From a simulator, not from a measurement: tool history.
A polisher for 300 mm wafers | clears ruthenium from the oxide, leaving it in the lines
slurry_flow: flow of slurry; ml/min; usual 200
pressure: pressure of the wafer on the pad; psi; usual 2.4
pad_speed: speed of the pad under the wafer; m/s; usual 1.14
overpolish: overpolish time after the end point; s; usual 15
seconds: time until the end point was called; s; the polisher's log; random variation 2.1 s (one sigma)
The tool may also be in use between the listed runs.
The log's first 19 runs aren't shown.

run   hour  slurry_flow  pressure  pad_speed  overpolish  incoming thickness of the incoming film, nm  seconds
 20  505.5          200       2.8       1.14          13                                        197.7    141.4
 21  526.2          200       1.8       0.88          20                                        197.5    247.6
 22  539.2          155       1.7       0.92          23                                        197.7    251.1
 23  573.6          220       2.7       1.14          23                                        201.6    147.0
 24  597.4          200       2.4       1.14          15                                        199.3    156.2
 25  627.0          200       2.4       1.14          12                                        200.3    158.5
 26  650.6          200       1.8       1.54          12                                        200.1    139.6
     655.1  -- worn pad replaced by a new one
     660.1  -- slurry nozzle cleaned
 27  682.1          200       2.1       0.90          15                                        200.3    219.2
 28  705.3          130       2.2       1.04          21                                        202.1    192.7
 29  798.5          220       2.6       1.14          15                                        200.7    146.4
 30  811.6          145       2.0       1.14          15                                        198.6    182.8
 31  828.1          200       2.4       0.84          15                                        199.1    212.4
 32  841.7          200       1.9       1.26          15                                        200.8    167.8
 33  883.0          200       2.1       1.14          15                                        202.9    177.8
     911.0  -- slurry nozzle cleaned
 34  917.5          140       2.4       1.14          15                                        198.0    158.7
 35  950.3          200       2.4       1.14          15                                        200.5    156.5
     960.3  -- worn pad replaced by a new one
 36  977.2          200       2.4       1.14          17                                        198.7    153.5

Forecast each of these 5 alternatives for the next run:
  A  977.7          200       2.4       1.14          15                                        199.8        ?
  B  977.7          225       1.9       1.36          21                                        199.8        ?
  C  977.7          260       2.4       0.98          20                                        199.8        ?
  D  977.7          135       1.9       1.44          21                                        199.8        ?
  E  977.7          200       2.4       0.94          11                                        199.8        ?

run  seconds
  A    157.3
  B    154.3
  C    179.1
  D    152.3
  E    190.8
Without the tool's hidden state the same runs would have given:
run  seconds
  A    167.5
  B    164.3
  C    190.7
  D    162.1
  E    203.1
